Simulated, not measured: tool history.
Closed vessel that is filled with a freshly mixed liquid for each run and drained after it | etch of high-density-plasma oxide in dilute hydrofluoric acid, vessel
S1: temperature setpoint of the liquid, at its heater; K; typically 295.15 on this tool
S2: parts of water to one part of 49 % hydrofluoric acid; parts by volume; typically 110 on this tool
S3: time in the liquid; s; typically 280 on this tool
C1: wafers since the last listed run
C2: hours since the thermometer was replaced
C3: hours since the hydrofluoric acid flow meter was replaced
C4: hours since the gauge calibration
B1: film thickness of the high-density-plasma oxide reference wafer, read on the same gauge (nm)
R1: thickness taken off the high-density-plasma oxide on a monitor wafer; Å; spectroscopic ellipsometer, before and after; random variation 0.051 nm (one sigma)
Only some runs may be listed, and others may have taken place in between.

Run 1, hour 0: usual settings; C1 0; C2 830.2; C3 1176; C4 489.7; B1 39.98. Result: R1 119.8 Å.
Run 2, hour 40.2: usual settings; C1 3371; C2 870.4; C3 1216.2; C4 529.9; B1 40. Result: R1 121.5 Å.
Run 3, hour 97.1: usual settings; C1 4771; C2 927.3; C3 1273.1; C4 586.8; B1 40.03. Result: R1 121.8 Å.
At hour 137.5: thermometer replaced.
Run 4, hour 163.6: usual settings; C1 5492; C2 26.1; C3 1339.6; C4 653.3; B1 40.01. Result: R1 117.8 Å.
Run 5, hour 309.2: usual settings; C1 12209; C2 171.7; C3 1485.2; C4 798.9; B1 40.01. Result: R1 117.4 Å.
Run 6, hour 348.9: usual settings; C1 3329; C2 211.4; C3 1524.9; C4 838.6; B1 39.98. Result: R1 117 Å.
Run 7, hour 395.5: usual settings; C1 3907; C2 258; C3 1571.5; C4 885.2; B1 40. Result: R1 116.8 Å.
Run 8, hour 466.5: usual settings; C1 5953; C2 329; C3 1642.5; C4 956.2; B1 39.98. Result: R1 117.5 Å.
Run 9, hour 504.4: usual settings; C1 3178; C2 366.9; C3 1680.4; C4 994.1; B1 39.99. Result: R1 116.8 Å.
Run 10, hour 557.8: usual settings; C1 4478; C2 420.3; C3 1733.8; C4 1047.5; B1 40.01. Result: R1 116.8 Å.
At hour 568.4: hydrofluoric acid flow meter replaced.
Run 11, hour 622.2: usual settings; C1 5316; C2 484.7; C3 53.8; C4 1111.9; B1 39.99. Result: R1 115.6 Å.
At hour 676.5: thermometer replaced, repeated, since the last time left the tool worse.
Run 12, hour 692.4: usual settings but S1 291.15 K, S2 160 parts by volume, S3 445 s; C1 5802; C2 15.9; C3 124; C4 1182.1; B1 40.02. Result: R1 108.5 Å.
At hour 725.7: gauge calibrated.
Run 13, hour 747.4: usual settings; C1 4612; C2 70.9; C3 179; C4 21.7; B1 39.96. Result: R1 123.5 Å.
Run 14, hour 790.5: usual settings but S1 296.65 K, S2 85 parts by volume, S3 450 s; C1 3614; C2 114; C3 222.1; C4 64.8; B1 40.02. Result: R1 280.9 Å.
Run 15, hour 818.8: usual settings; C1 2373; C2 142.3; C3 250.4; C4 93.1; B1 40. Result: R1 122.7 Å.
Run 16, hour 938.6: usual settings; C1 10046; C2 262.1; C3 370.2; C4 212.9; B1 39.99. Result: R1 122.6 Å.
Run 17, hour 990.7: usual settings but S1 297.65 K, S2 155 parts by volume, S3 365 s; C1 4368; C2 314.2; C3 422.3; C4 265; B1 39.95. Result: R1 118.6 Å.
Run 18, hour 1059.3: usual settings but S1 290.65 K, S2 125 parts by volume; C1 5752; C2 382.8; C3 490.9; C4 333.6; B1 39.98. Result: R1 88 Å.
Run 19, hour 1105.2: usual settings but S1 292.15 K, S2 90 parts by volume, S3 400 s; C1 3849; C2 428.7; C3 536.8; C4 379.5; B1 39.99. Result: R1 193 Å.
Run 20, hour 1151.4: usual settings but S3 145 s; C1 3874; C2 474.9; C3 583; C4 425.7; B1 40.01. Result: R1 63 Å.
Run 21, hour 1330.5: usual settings but S3 400 s; C1 15018; C2 654; C3 762.1; C4 604.8; B1 40.04. Result: R1 173.9 Å.
Run 22, hour 1387.6: usual settings but S2 65 parts by volume, S3 140 s; C1 4788; C2 711.1; C3 819.2; C4 661.9; B1 40. Result: R1 107.9 Å.
Run 23, hour 1450.2: usual settings but S1 293.65 K, S2 65 parts by volume; C1 5249; C2 773.7; C3 881.8; C4 724.5; B1 39.99. Result: R1 203.7 Å.
Run 24, hour 1511.5: usual settings but S1 297.65 K; C1 5140; C2 835; C3 943.1; C4 785.8; B1 39.97. Result: R1 133.7 Å.
Run 25, hour 1573.8: usual settings but S1 299.15 K, S3 350 s; C1 5224; C2 897.3; C3 1005.4; C4 848.1; B1 39.99. Result: R1 177.4 Å.
Run 26, hour 1601: usual settings but S1 298.65 K, S2 90 parts by volume, S3 440 s; C1 2280; C2 924.5; C3 1032.6; C4 875.3; B1 40. Result: R1 274.4 Å.
Run 27, hour 1631.8: usual settings but S2 90 parts by volume; C1 2582; C2 955.3; C3 1063.4; C4 906.1; B1 39.98. Result: R1 150.8 Å.
Run 28, hour 1665.1: usual settings but S1 298.15 K, S2 140 parts by volume; C1 2792; C2 988.6; C3 1096.7; C4 939.4; B1 39.99. Result: R1 103.1 Å.
At hour 1722.3: thermometer replaced.
Run 29, hour 1724.2: usual settings but S1 296.65 K, S2 60 parts by volume, S3 375 s; C1 4872; C2 1.9; C3 1155.8; C4 998.5; B1 40.02. Result: R1 342.2 Å.
Run 30, hour 1772.7: usual settings but S2 155 parts by volume; C1 4067; C2 50.4; C3 1204.3; C4 1047; B1 40. Result: R1 83.5 Å.

Here are 5 independent what-if runs from the current tool condition. What would each one return?
Run A, hour 1773.4: usual settings but S1 292.65 K; C1 58; C2 51.1; C3 1205; C4 1047.7; B1 ?. Result: R1 ?.
Run B, hour 1773.4: usual settings but S1 291.65 K, S2 80 parts by volume, S3 140 s; C1 58; C2 51.1; C3 1205; C4 1047.7; B1 ?. Result: R1 ?.
Run C, hour 1773.4: usual settings but S1 291.15 K, S2 140 parts by volume, S3 135 s; C1 58; C2 51.1; C3 1205; C4 1047.7; B1 ?. Result: R1 ?.
Run D, hour 1773.4: usual settings but S3 360 s; C1 58; C2 51.1; C3 1205; C4 1047.7; B1 ?. Result: R1 ?.
Run E, hour 1773.4: usual settings but S1 298.65 K, S2 145 parts by volume, S3 395 s; C1 58; C2 51.1; C3 1205; C4 1047.7; B1 ?. Result: R1 ?.

run     B1     R1
  A  40.02  111.2
  B  40.02   75.8
  C  40.02   38.4
  D  40.02  158.2
  E  40.02  144.9
Take away the tool's hidden state, keep each run's random variation, and the runs would have read:
run     R1
  A  111.8
  B   76.2
  C   38.6
  D  159.1
  E  145.6

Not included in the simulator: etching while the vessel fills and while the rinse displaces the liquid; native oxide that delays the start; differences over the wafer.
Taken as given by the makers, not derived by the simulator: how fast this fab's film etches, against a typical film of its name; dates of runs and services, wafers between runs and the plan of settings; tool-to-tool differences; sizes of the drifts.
